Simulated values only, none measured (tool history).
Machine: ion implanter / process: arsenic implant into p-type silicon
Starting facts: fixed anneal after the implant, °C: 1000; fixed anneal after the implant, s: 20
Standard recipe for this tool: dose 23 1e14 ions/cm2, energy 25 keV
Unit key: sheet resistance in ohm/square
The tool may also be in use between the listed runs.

| run | hour | dose | energy | wafers since the last listed run | hours since the last dose calibration | hours since the extraction supply was calibrated | hours since the gauge calibration | read-back reference wafer on the same gauge, sheet resistance | sheet resistance |
|---|---|---|---|---|---|---|---|---|---|
| 1 | 0 | 23 | 25 | 0 | 392.2 | 5854.2 | 942.9 | 97.41 | 98.76 |
| 2 | 34.5 | 23 | 25 | 730 | 426.7 | 5888.7 | 977.4 | 97.42 | 98.42 |
| 3 | 55.7 | 23 | 22.5 | 448 | 447.9 | 5909.9 | 998.6 | 97.45 | 102.73 |
| 4 | 85.6 | 23 | 22.5 | 632 | 477.8 | 5939.8 | 1028.5 | 97.44 | 102.8 |
| 5 | 104.5 | 23 | 22.5 | 400 | 496.7 | 5958.7 | 1047.4 | 97.4 | 102.63 |
| 6 | 124 | 23 | 30 | 412 | 516.2 | 5978.2 | 1066.9 | 97.43 | 91.11 |
| 7 | 139.9 | 23 | 30 | 336 | 532.1 | 5994.1 | 1082.8 | 97.33 | 91.07 |
| 8 | 169.3 | 23 | 25 | 622 | 561.5 | 6023.5 | 1112.2 | 97.43 | 98.62 |
| 9 | 183.4 | 23 | 25 | 298 | 575.6 | 6037.6 | 1126.3 | 97.43 | 98.42 |
| 10 | 199.4 | 23 | 25 | 338 | 591.6 | 6053.6 | 1142.3 | 97.38 | 98.18 |
|  | 221.2 | gauge calibrated |
| 11 | 223.9 | 23 | 27 | 518 | 616.1 | 6078.1 | 2.7 | 97.41 | 95.31 |
|  | 241.1 | extraction supply calibrated |
| 12 | 241.6 | 23 | 27 | 205 | 633.8 | 0.5 | 20.4 | 97.37 | 95.25 |
| 13 | 311.5 | 23 | 27 | 1479 | 703.7 | 70.4 | 90.3 | 97.46 | 95.57 |
| 14 | 331.4 | 23 | 25 | 421 | 723.6 | 90.3 | 110.2 | 97.37 | 98.46 |
|  | 343.9 | Faraday cup replaced and dose calibrated |
| 15 | 356.5 | 23 | 25 | 361 | 12.6 | 115.4 | 135.3 | 97.46 | 99.14 |
| 16 | 384 | 23 | 25 | 582 | 40.1 | 142.9 | 162.8 | 97.36 | 98.77 |
| 17 | 405.6 | 21.07 | 22.5 | 457 | 61.7 | 164.5 | 184.4 | 97.44 | 104.43 |
| 18 | 429.6 | 23 | 21 | 507 | 85.7 | 188.5 | 208.4 | 97.44 | 105.8 |
| 19 | 464.7 | 29.13 | 28.5 | 742 | 120.8 | 223.6 | 243.5 | 97.39 | 90.31 |
| 20 | 493 | 23 | 25 | 598 | 149.1 | 251.9 | 271.8 | 97.39 | 98.55 |
| 21 | 505.2 | 18.9 | 25 | 258 | 161.3 | 264.1 | 284 | 97.4 | 101.97 |
| 22 | 530.9 | 23 | 25 | 543 | 187 | 289.8 | 309.7 | 97.41 | 98.59 |
| 23 | 543.5 | 23 | 25 | 266 | 199.6 | 302.4 | 322.3 | 97.35 | 98.53 |
| 24 | 564.8 | 28.66 | 27.5 | 450 | 220.9 | 323.7 | 343.6 | 97.35 | 91.9 |
| 25 | 591.3 | 23 | 25 | 560 | 247.4 | 350.2 | 370.1 | 97.36 | 98.32 |
| 26 | 607 | 23 | 29.5 | 332 | 263.1 | 365.9 | 385.8 | 97.37 | 91.71 |
| 27 | 621.4 | 19.28 | 25 | 304 | 277.5 | 380.3 | 400.2 | 97.43 | 101.16 |
| 28 | 646.1 | 23 | 27 | 522 | 302.2 | 405 | 424.9 | 97.41 | 95.41 |
| 29 | 679.8 | 29.23 | 33 | 713 | 335.9 | 438.7 | 458.6 | 97.37 | 84.06 |
| 30 | 707.3 | 28.56 | 29.5 | 582 | 363.4 | 466.2 | 486.1 | 97.38 | 88.75 |
| 31 | 736.1 | 25.06 | 32.5 | 609 | 392.2 | 495 | 514.9 | 97.44 | 86.74 |
| 32 | 751.2 | 18.54 | 25 | 319 | 407.3 | 510.1 | 530 | 97.39 | 101.73 |
| 33 | 774.7 | 27.62 | 25 | 497 | 430.8 | 533.6 | 553.5 | 97.36 | 96.2 |
| 34 | 788.6 | 27.03 | 33.5 | 294 | 444.7 | 547.5 | 567.4 | 97.4 | 84.32 |
| 35 | 805.6 | 28.62 | 27.5 | 359 | 461.7 | 564.5 | 584.4 | 97.38 | 91.46 |
| 36 | 832.6 | 25.13 | 31 | 571 | 488.7 | 591.5 | 611.4 | 97.38 | 88.37 |
| 37 | 853.6 | 25.42 | 29 | 444 | 509.7 | 612.5 | 632.4 | 97.42 | 91.08 |
| 38 | 888.1 | 23 | 25 | 730 | 544.2 | 647 | 666.9 | 97.43 | 98.29 |

Subtracting, for every run, the result it would have given without the tool's unlogged condition from the measured result gives the following. The same run-to-run variation enters both numbers; the gauge's scatter may not:
What the log doesn't record here: deviation of the true dose from the Faraday cup's reading, %; deviation of the true energy from its setpoint, %; gauge reads high (%).
| run | sheet resistance |
|---|---|
| 1 | -0.54 |
| 2 | -0.55 |
| 3 | -0.55 |
| 4 | -0.57 |
| 5 | -0.58 |
| 6 | -0.63 |
| 7 | -0.64 |
| 8 | -0.61 |
| 9 | -0.62 |
| 10 | -0.62 |
| 11 | -0.64 |
| 12 | -0.64 |
| 13 | -0.67 |
| 14 | -0.65 |
| 15 | -0.12 |
| 16 | -0.2 |
| 17 | -0.27 |
| 18 | -0.29 |
| 19 | -0.28 |
| 20 | -0.4 |
| 21 | -0.6 |
| 22 | -0.45 |
| 23 | -0.47 |
| 24 | -0.39 |
| 25 | -0.53 |
| 26 | -0.57 |
| 27 | -0.76 |
| 28 | -0.59 |
| 29 | -0.48 |
| 30 | -0.5 |
| 31 | -0.62 |
| 32 | -0.96 |
| 33 | -0.54 |
| 34 | -0.59 |
| 35 | -0.54 |
| 36 | -0.65 |
| 37 | -0.64 |
| 38 | -0.71 |
